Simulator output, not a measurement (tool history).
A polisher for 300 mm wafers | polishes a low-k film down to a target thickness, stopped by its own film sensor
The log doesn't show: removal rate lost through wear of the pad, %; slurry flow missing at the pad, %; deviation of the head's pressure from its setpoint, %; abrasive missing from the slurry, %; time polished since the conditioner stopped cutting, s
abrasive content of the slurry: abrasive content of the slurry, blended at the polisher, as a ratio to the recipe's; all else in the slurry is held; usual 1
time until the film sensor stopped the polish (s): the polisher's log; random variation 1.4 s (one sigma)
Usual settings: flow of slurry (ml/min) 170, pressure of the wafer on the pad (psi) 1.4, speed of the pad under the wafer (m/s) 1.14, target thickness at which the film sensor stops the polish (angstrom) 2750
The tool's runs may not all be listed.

run     day  flow of slurry (ml/min)  pressure of the wafer on the pad (psi)  speed of the pad under the wafer (m/s)  abrasive content of the slurry  target thickness at which the film sensor stops the polish (angstrom)  wafers since the last listed run  wafers polished on this pad  hours since the slurry nozzle was cleaned  hours since the head pressure was calibrated  hours since the slurry blender was calibrated  hours since the conditioning disc was replaced  incoming thickness of the incoming film, nm  time until the film sensor stopped the polish (s)
  1       0                      170                                     1.4                                    1.14                               1                                                                   2750                                 0                            3                                        2.3                                         570.6                                           57.2                                              12                                        306.8                                               88.7
  2   0.575                      170                                     1.4                                    1.14                               1                                                                   2750                                86                           89                                       16.1                                         584.4                                             71                                            25.8                                        308.7                                                 94
  3   1.196                      135                                     1.4                                    1.14                               1                                                                   2750                                93                          183                                         31                                         599.3                                           85.9                                            40.7                                        309.5                                              101.6
  4   1.729                      135                                     1.2                                    1.14                               1                                                                   2750                                80                          263                                       43.8                                         612.1                                           98.7                                            53.5                                        314.5                                              135.4
  5     2.8                      170                                     1.4                                    1.14                               1                                                                   2750                               161                          424                                       69.5                                         637.8                                          124.4                                            79.2                                        308.6                                               95.6
  6   3.442                      205                                     1.4                                    1.14                               1                                                                   2750                                96                          521                                       84.9                                         653.2                                          139.8                                            94.6                                        310.3                                               96.6
  7   4.867                      170                                     1.4                                    0.92                               1                                                                   2750                               214                          735                                      119.1                                         687.4                                            174                                           128.8                                        309.3                                              115.5
  8   5.992                      205                                     1.4                                    1.14                               1                                                                   2750                               169                          905                                      146.1                                         714.4                                            201                                           155.8                                          314                                                111
  9   7.171                      170                                     1.7                                    1.14                               1                                                                   2750                               177                         1082                                      174.4                                         742.7                                          229.3                                           184.1                                        308.8                                               83.3
 10   7.779                      170                                     1.4                                    0.98                               1                                                                   2750                                91                         1174                                        189                                         757.3                                          243.9                                           198.7                                        309.4                                              117.6
      8.842  -- slurry nozzle cleaned
 11   9.008                      170                                     1.4                                    1.14                               1                                                                   2750                               178                         1353                                          4                                         786.8                                          273.4                                           228.2                                        309.5                                              100.3
      9.433  -- worn pad replaced by a new one
 12   9.662                      145                                     1.4                                    0.92                             1.2                                                                   2720                                73                           34                                       19.7                                         802.5                                          289.1                                           243.9                                        313.1                                              131.4
 13  10.592                      170                                     1.4                                    1.14                               1                                                                   2750                               139                          174                                         42                                         824.8                                          311.4                                           266.2                                        312.6                                              106.7
 14  11.821                      200                                     1.4                                    1.14                             0.7                                                                   2750                               185                          359                                       71.5                                         854.3                                          340.9                                           295.7                                        309.9                                              118.4
 15  13.129                      155                                       1                                    0.98                               1                                                                   2660                               196                          556                                      102.9                                         885.7                                          372.3                                           327.1                                        309.7                                              204.3
     13.238  -- conditioning disc replaced and pad reconditioned
     13.408  -- slurry blender recalibrated
 16  14.112                      170                                     1.4                                    1.14                             0.9                                                                   2750                               122                          679                                      126.5                                         909.3                                           16.9                                              21                                        310.5                                              102.1
 17  15.279                      170                                     1.4                                    1.14                               1                                                                   2750                               175                          854                                      154.5                                         937.3                                           44.9                                              49                                        311.9                                              102.8
 18  16.171                      170                                     1.4                                    1.14                               1                                                                   2750                               134                          989                                      175.9                                         958.7                                           66.3                                            70.4                                        311.9                                              108.7
 19  17.554                      170                                     1.4                                    0.96                               1                                                                   2710                               208                         1197                                      209.1                                         991.9                                           99.5                                           103.6                                        311.7                                              136.5
     18.333  -- slurry nozzle cleaned
 20  18.538                      170                                     1.4                                    1.14                               1                                                                   2750                               141                         1339                                        4.9                                        1015.5                                          123.1                                           127.2                                          315                                              111.9
     19.512  -- worn pad replaced by a new one
     20.442  -- head pressure recalibrated
 21  22.683                      170                                     1.4                                    0.98                             1.3                                                                   2750                               586                          465                                      104.4                                          53.8                                          222.6                                           226.7                                        307.6                                               94.6
 22  23.892                      170                                     1.4                                    1.52                               1                                                                   2820                               181                          647                                      133.4                                          82.8                                          251.6                                           255.7                                        313.4                                               73.1
 23  26.692                      190                                     1.4                                    1.14                               1                                                                   2750                               421                         1068                                      200.6                                           150                                          318.8                                           322.9                                        308.2                                              101.2
 24  27.904                      170                                     1.4                                    1.14                               1                                                                   2660                               182                         1251                                      229.7                                         179.1                                          347.9                                             352                                        309.7                                              141.3
     29.138  -- worn pad replaced by a new one
 25  29.158                      125                                     1.1                                    1.14                            0.85                                                                   2780                               163                            3                                      259.8                                         209.2                                            378                                           382.1                                          308                                              163.1
     29.392  -- slurry nozzle cleaned
 26  29.762                      170                                     1.4                                    1.14                               1                                                                   2750                                84                           87                                        8.9                                         223.7                                          392.5                                           396.6                                        311.3                                              106.4

What the log doesn't show, run by run:
removal rate lost through wear of the pad, %: 0 in every run
deviation of the head's pressure from its setpoint, %: 0 in every run
time polished since the conditioner stopped cutting, s: 0 in every run
H1: slurry flow missing at the pad, %
H2: abrasive missing from the slurry, %
run     H1    H2
  1   7.91  4.26
  2   8.08   4.9
  3   8.55  5.59
  4   9.18  6.18
  5   11.1  7.38
  6   12.7  8.09
  7   17.4  9.68
  8   22.1  10.9
  9   28.2  12.2
 10   31.7  12.9
 11  0.262  14.3
 12   0.51    15
 13   1.43  16.1
 14   3.66  17.4
 15   7.31  18.9
 16   10.9  1.65
 17   16.2  2.95
 18   20.9  3.94
 19   29.4  5.48
 20   6.97  6.58
 21   14.2  11.2
 22   18.8  12.5
 23   33.8  15.7
 24   42.1    17
 25   51.9  18.4
 26   3.37  19.1
